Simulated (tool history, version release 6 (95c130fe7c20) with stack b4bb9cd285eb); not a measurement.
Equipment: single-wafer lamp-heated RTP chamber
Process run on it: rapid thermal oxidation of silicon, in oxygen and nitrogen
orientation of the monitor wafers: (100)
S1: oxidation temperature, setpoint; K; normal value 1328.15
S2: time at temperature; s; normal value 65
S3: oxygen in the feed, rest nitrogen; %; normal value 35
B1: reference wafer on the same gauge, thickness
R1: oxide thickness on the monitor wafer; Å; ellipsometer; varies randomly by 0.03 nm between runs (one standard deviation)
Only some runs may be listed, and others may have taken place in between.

{"run": 1, "hour": 0.0, "S1": 1328.15, "S2": 65, "S3": 35, "B1": 6.428, "R1": 57.5}
{"run": 2, "hour": 45.1, "S1": 1328.15, "S2": 65, "S3": 35, "B1": 6.436, "R1": 58.17}
{"run": 3, "hour": 235.8, "S1": 1328.15, "S2": 65, "S3": 35, "B1": 6.434, "R1": 56.11}
{"run": 4, "hour": 296.5, "S1": 1328.15, "S2": 52, "S3": 35, "B1": 6.44, "R1": 51.26}
{"run": 5, "hour": 401.8, "S1": 1328.15, "S2": 52, "S3": 35, "B1": 6.417, "R1": 51.07}
{"run": 6, "hour": 505.6, "S1": 1328.15, "S2": 65, "S3": 35, "B1": 6.426, "R1": 56.55}
{"run": 7, "hour": 598.9, "S1": 1328.15, "S2": 65, "S3": 35, "B1": 6.43, "R1": 56.32}
{"run": 8, "hour": 699.3, "S1": 1328.15, "S2": 65, "S3": 35, "B1": 6.428, "R1": 57.48}
{"run": 9, "hour": 796.8, "S1": 1328.15, "S2": 65, "S3": 35, "B1": 6.439, "R1": 57.16}
{"run": 10, "hour": 895.7, "S1": 1328.15, "S2": 65, "S3": 35, "B1": 6.43, "R1": 57.79}
{"run": 11, "hour": 950.7, "S1": 1328.15, "S2": 65, "S3": 35, "B1": 6.423, "R1": 58.01}
{"run": 12, "hour": 1011.2, "S1": 1328.15, "S2": 65, "S3": 35, "B1": 6.429, "R1": 55.87}
{"run": 13, "hour": 1050.3, "S1": 1320.15, "S2": 65, "S3": 35, "B1": 6.432, "R1": 53.45}
{"run": 14, "hour": 1142.0, "S1": 1320.15, "S2": 65, "S3": 35, "B1": 6.432, "R1": 52.99}
{"run": 15, "hour": 1221.4, "S1": 1328.15, "S2": 65, "S3": 35, "B1": 6.432, "R1": 55.85}
{"run": 16, "hour": 1307.1, "S1": 1328.15, "S2": 65, "S3": 35, "B1": 6.418, "R1": 55.55}
{"run": 17, "hour": 1355.9, "S1": 1340.15, "S2": 47, "S3": 17, "B1": 6.424, "R1": 41.36}
{"run": 18, "hour": 1626.8, "S1": 1303.15, "S2": 65, "S3": 58, "B1": 6.429, "R1": 57.84}
{"run": 19, "hour": 1731.3, "S1": 1328.15, "S2": 53, "S3": 25, "B1": 6.427, "R1": 46.86}
{"run": 20, "hour": 1784.1, "S1": 1302.15, "S2": 38, "S3": 35, "B1": 6.435, "R1": 38.69}
{"run": 21, "hour": 1902.5, "S1": 1328.15, "S2": 88, "S3": 35, "B1": 6.434, "R1": 64.16}
{"run": 22, "hour": 1998.7, "S1": 1328.15, "S2": 41, "S3": 35, "B1": 6.421, "R1": 46.47}
{"run": 23, "hour": 2047.1, "S1": 1350.15, "S2": 55, "S3": 17, "B1": 6.431, "R1": 47.57}
{"run": 24, "hour": 2140.5, "S1": 1311.15, "S2": 33, "S3": 20, "B1": 6.437, "R1": 32.29}
{"run": 25, "hour": 2189.1, "S1": 1348.15, "S2": 65, "S3": 44, "B1": 6.43, "R1": 70.22}
{"run": 26, "hour": 2290.4, "S1": 1328.15, "S2": 65, "S3": 65, "B1": 6.422, "R1": 71.41}
{"run": 27, "hour": 2336.5, "S1": 1328.15, "S2": 57, "S3": 52, "B1": 6.439, "R1": 62.32}
{"run": 28, "hour": 2398.6, "S1": 1328.15, "S2": 81, "S3": 44, "B1": 6.422, "R1": 68.52}
{"run": 29, "hour": 2476.0, "S1": 1328.15, "S2": 65, "S3": 17, "B1": 6.436, "R1": 45.17}
{"run": 30, "hour": 2520.6, "S1": 1328.15, "S2": 55, "S3": 17, "B1": 6.431, "R1": 41.73}
{"run": 31, "hour": 2732.7, "S1": 1328.15, "S2": 65, "S3": 61, "B1": 6.429, "R1": 72.15}
{"run": 32, "hour": 2923.3, "S1": 1307.15, "S2": 41, "S3": 35, "B1": 6.427, "R1": 40.08}
{"run": 33, "hour": 2979.7, "S1": 1315.15, "S2": 85, "S3": 21, "B1": 6.434, "R1": 48.47}
{"run": 34, "hour": 3062.5, "S1": 1302.15, "S2": 38, "S3": 35, "B1": 6.43, "R1": 37.63}
{"run": 35, "hour": 3104.4, "S1": 1328.15, "S2": 65, "S3": 35, "B1": 6.432, "R1": 57.06}
{"run": 36, "hour": 3204.5, "S1": 1311.15, "S2": 82, "S3": 64, "B1": 6.427, "R1": 70.08}
{"run": 37, "hour": 3276.1, "S1": 1328.15, "S2": 65, "S3": 22, "B1": 6.428, "R1": 48.67}
{"run": 38, "hour": 3349.7, "S1": 1328.15, "S2": 65, "S3": 35, "B1": 6.429, "R1": 57.15}

Missing from the log above: 6 entries noted between runs. For each, name the pair of listed runs it sits between and say how the tool's hidden condition differs from the listed run just before to the listed run just after:
Between runs 2 and 3: pyrometer window cleaned and pyrometer calibrated (hour 197.4)
  true wafer temperature minus pyrometer reading, K: 4.56 -> 0.722
  what was measured, less what the result would be without the hidden state, R1: +1.74 -> +0.27 Å
Between runs 4 and 5: gauge calibrated (hour 325.3)
  true wafer temperature minus pyrometer reading, K: 0.792 -> 1.06
  what was measured, less what the result would be without the hidden state, R1: +0.27 -> +0.36 Å
Between runs 6 and 7: oxygen flow controller replaced (hour 555.8)
  true wafer temperature minus pyrometer reading, K: 1.51 -> 2.07
  what was measured, less what the result would be without the hidden state, R1: +0.57 -> +0.77 Å
Between runs 11 and 12: pyrometer window cleaned and pyrometer calibrated (hour 993.2)
  true wafer temperature minus pyrometer reading, K: 5.5 -> 0.0234
  what was measured, less what the result would be without the hidden state, R1: +2.09 -> +0.01 Å
Between runs 20 and 21: pyrometer window cleaned and pyrometer calibrated (hour 1795)
  true wafer temperature minus pyrometer reading, K: 5.31 -> 0.863
  what was measured, less what the result would be without the hidden state, R1: +1.29 -> +0.37 Å
Between runs 31 and 32: pyrometer window cleaned and pyrometer calibrated (hour 2793.5)
  true wafer temperature minus pyrometer reading, K: 8.2 -> 0.854
  what was measured, less what the result would be without the hidden state, R1: +3.87 -> +0.22 Å

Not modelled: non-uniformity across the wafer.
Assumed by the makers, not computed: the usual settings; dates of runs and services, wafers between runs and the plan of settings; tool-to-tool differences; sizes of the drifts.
